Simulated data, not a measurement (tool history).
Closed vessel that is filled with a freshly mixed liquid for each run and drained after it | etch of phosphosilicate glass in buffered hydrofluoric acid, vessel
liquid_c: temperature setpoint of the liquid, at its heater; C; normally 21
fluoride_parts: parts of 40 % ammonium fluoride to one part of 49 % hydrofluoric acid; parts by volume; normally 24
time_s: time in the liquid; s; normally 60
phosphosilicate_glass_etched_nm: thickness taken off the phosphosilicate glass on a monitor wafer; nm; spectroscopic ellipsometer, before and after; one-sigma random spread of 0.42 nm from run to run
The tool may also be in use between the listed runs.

run	hour	liquid_c	fluoride_parts	time_s	wafers since the last listed run	hours since the thermometer was replaced	hours since the hydrofluoric acid flow meter was replaced	hours since the gauge calibration	read-back film thickness of the phosphosilicate glass reference wafer, read on the same gauge (nm)	phosphosilicate_glass_etched_nm
1	0	21	24	60	0	628.9	883	157.1	39.99	64.64
2	11.9	21	24	60	1439	640.8	894.9	169	40.02	64.14
3	60.3	21	24	60	5853	689.2	943.3	217.4	40	64.75
# hour 62.9: gauge calibrated
4	72.5	21	24	85	1475	701.4	955.5	9.6	39.98	90.45
5	80.5	21	24	85	967	709.4	963.5	17.6	40	90.72
6	94.2	21	24	85	1656	723.1	977.2	31.3	40.01	92.02
7	110.7	21	24	60	1995	739.6	993.7	47.8	40	64.17
8	123.8	21	24	60	1584	752.7	1006.8	60.9	40	63.84
9	141.2	21	24	60	2104	770.1	1024.2	78.3	40	64.28
10	156	21	24	60	1789	784.9	1039	93.1	39.99	64.29
11	164.2	21	24	60	991	793.1	1047.2	101.3	40.01	64.59
12	170.2	21	24	60	725	799.1	1053.2	107.3	40.03	64.2
13	186.2	21	24	60	1935	815.1	1069.2	123.3	40	63.44
# hour 187.8: thermometer replaced
14	237.8	21	24	60	6119	50	1120.8	174.9	39.98	68.6
15	290.2	21	24	60	6337	102.4	1173.2	227.3	39.99	68.42
16	296.7	18	30	60	786	108.9	1179.7	233.8	40.01	49.38
# hour 306.2: hydrofluoric acid flow meter replaced
17	306.7	21	15.5	90	1088	118.9	0.5	243.8	40.01	141.31
18	312.8	18.5	30	85	737	125	6.6	249.9	40	66.46
19	323.9	17	24	75	1342	136.1	17.7	261	39.99	63.11
# hour 335.4: gauge calibrated
20	337.7	21	24	60	1668	149.9	31.5	2.3	40.01	63.19
21	345.3	23	30	30	919	157.5	39.1	9.9	39.98	30.48
22	356.7	17	24	90	1378	168.9	50.5	21.3	40.01	75.82
23	372.3	22.5	28.5	60	1886	184.5	66.1	36.9	40.01	61.09
24	386.6	21	24	60	1729	198.8	80.4	51.2	40.01	63.61
25	394.8	25.5	24	60	991	207	88.6	59.4	39.99	81.35
26	408.8	21	29.5	75	1693	221	102.6	73.4	40.02	68.6

For run 27, what comes out?
27	419.6	21	24	60	1306	231.8	113.4	84.2	?	?

{"run 27": {"read-back film thickness of the phosphosilicate glass reference wafer, read on the same gauge (nm)": 40.02, "phosphosilicate_glass_etched_nm": 63.09}}
On a tool with no hidden condition, and with the same random variation, this run would have come out at phosphosilicate_glass_etched_nm 63.39 nm.

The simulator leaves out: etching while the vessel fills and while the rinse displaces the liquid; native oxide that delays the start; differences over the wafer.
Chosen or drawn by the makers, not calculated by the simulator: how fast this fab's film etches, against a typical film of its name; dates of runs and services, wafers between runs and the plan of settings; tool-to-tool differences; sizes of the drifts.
